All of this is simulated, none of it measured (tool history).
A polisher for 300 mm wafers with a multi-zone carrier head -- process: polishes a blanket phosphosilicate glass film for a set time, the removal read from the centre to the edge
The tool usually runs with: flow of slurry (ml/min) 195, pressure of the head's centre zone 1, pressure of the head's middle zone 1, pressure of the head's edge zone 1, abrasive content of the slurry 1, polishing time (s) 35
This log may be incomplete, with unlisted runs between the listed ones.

run    hour  flow of slurry (ml/min)  pressure of the head's centre zone  pressure of the head's middle zone  pressure of the head's edge zone  abrasive content of the slurry  polishing time (s)  incoming thickness of the incoming film, nm  film removed at the wafer's centre (nm)  film removed at mid-radius (nm)  film removed at the wafer's edge (nm)
  1       0                      195                                   1                                0.96                              1.07                               1                  35                                       1967.6                                    355.6                            347.4                                  375.9
         33  -- edge zone pressure recalibrated
  2    64.8                      135                                   1                                   1                              1.06                            1.15                  35                                       1925.8                                    340.3                            350.4                                  371.4
  3     111                      195                                   1                                   1                                 1                               1                  35                                       1939.4                                    352.7                              362                                  354.2
  4   172.9                      195                                   1                                   1                              1.12                            0.75                  35                                       1944.2                                    288.5                            287.1                                  313.4
  5     214                      140                                0.89                                1.11                                 1                               1                  35                                       1966.6                                    292.5                              349                                  332.4
  6   260.5                      230                                   1                                   1                              1.12                             1.1                  38                                       1943.1                                    399.6                            403.1                                    437
  7   286.4                      195                                   1                                   1                                 1                               1                  32                                       1937.1                                    311.9                            310.6                                  315.9
  8     318                      140                                   1                                1.07                              0.96                               1                  35                                       1939.2                                    308.6                            325.3                                  321.9
  9   349.5                      155                                1.09                                1.06                                 1                               1                  41                                       1957.3                                    400.8                            387.4                                  388.6
 10   379.7                      195                                   1                                1.06                                 1                               1                  35                                       1906.8                                    339.8                              346                                  349.5
      423.4  -- worn pad replaced by a new one
 11   440.1                      260                                1.09                                   1                              1.08                               1                  35                                       1910.5                                      384                            358.5                                  367.5
      447.2  -- slurry nozzle cleaned
 12   510.2                      245                                   1                                   1                                 1                               1                  35                                       1965.3                                    369.5                            371.8                                  371.2
 13   560.8                      260                                1.11                                   1                                 1                               1                  35                                         1951                                    399.8                            379.4                                  370.6
      623.6  -- carrier head's membrane replaced by a new one
 14   630.8                      195                                   1                                   1                                 1                               1                  35                                       1931.9                                    346.6                            349.6                                  353.5
 15   661.8                      195                                   1                                   1                                 1                               1                  35                                       1977.9                                    348.7                            357.3                                  351.3
 16   693.3                      195                                 1.1                                   1                                 1                               1                  35                                       1964.3                                    374.6                            351.7                                  352.7
 17   825.1                      225                                   1                                   1                                 1                               1                  40                                       1949.9                                    402.8                            407.9                                  404.6
      916.4  -- slurry nozzle cleaned
        938  -- centre zone pressure recalibrated
      940.8  -- worn pad replaced by a new one
 18   989.8                      140                                0.89                                1.11                                 1                               1                  35                                       1950.8                                    299.7                            363.2                                  342.9
 19  1037.8                      195                                   1                                0.97                                 1                               1                  35                                       1971.1                                    356.8                            348.2                                  357.5
 20  1075.8                      265                                   1                                   1                              0.89                               1                  40                                         1966                                    429.4                            420.8                                  396.3
 21    1139                      195                                1.07                                   1                                 1                            1.15                  35                                         1945                                    394.1                            377.4                                  380.6

Run by run, hidden condition taken away, random variation retained:
The tool's hidden condition here consists of: removal rate lost through wear of the pad, %; slurry flow missing at the pad, %; deviation of the centre zone's pressure from its setpoint, %; deviation of the edge zone's pressure from its setpoint, %.
run  film removed at the wafer's centre (nm)  film removed at mid-radius (nm)  film removed at the wafer's edge (nm)
  1                                    359.7                              351                                  378.7
  2                                    351.1                              360                                  378.6
  3                                    362.6                            371.1                                  360.7
  4                                    299.8                              297                                  321.3
  5                                    312.5                            369.7                                  346.1
  6                                    418.6                            420.1                                  450.6
  7                                    331.4                            327.8                                  328.5
  8                                    340.3                            354.2                                  341.4
  9                                    441.6                            421.7                                  412.5
 10                                    369.4                            372.5                                  368.6
 11                                    413.5                              383                                    386
 12                                    374.1                              376                                  374.4
 13                                    406.8                            385.3                                    375
 14                                    358.9                            360.6                                  361.6
 15                                    363.1                            370.3                                  360.6
 16                                    392.3                            366.4                                  363.5
 17                                    429.6                              432                                    422
 18                                    308.6                            372.6                                  349.1
 19                                    366.9                            356.9                                    364
 20                                    440.1                            430.2                                  402.9
 21                                    412.5                              393                                    392
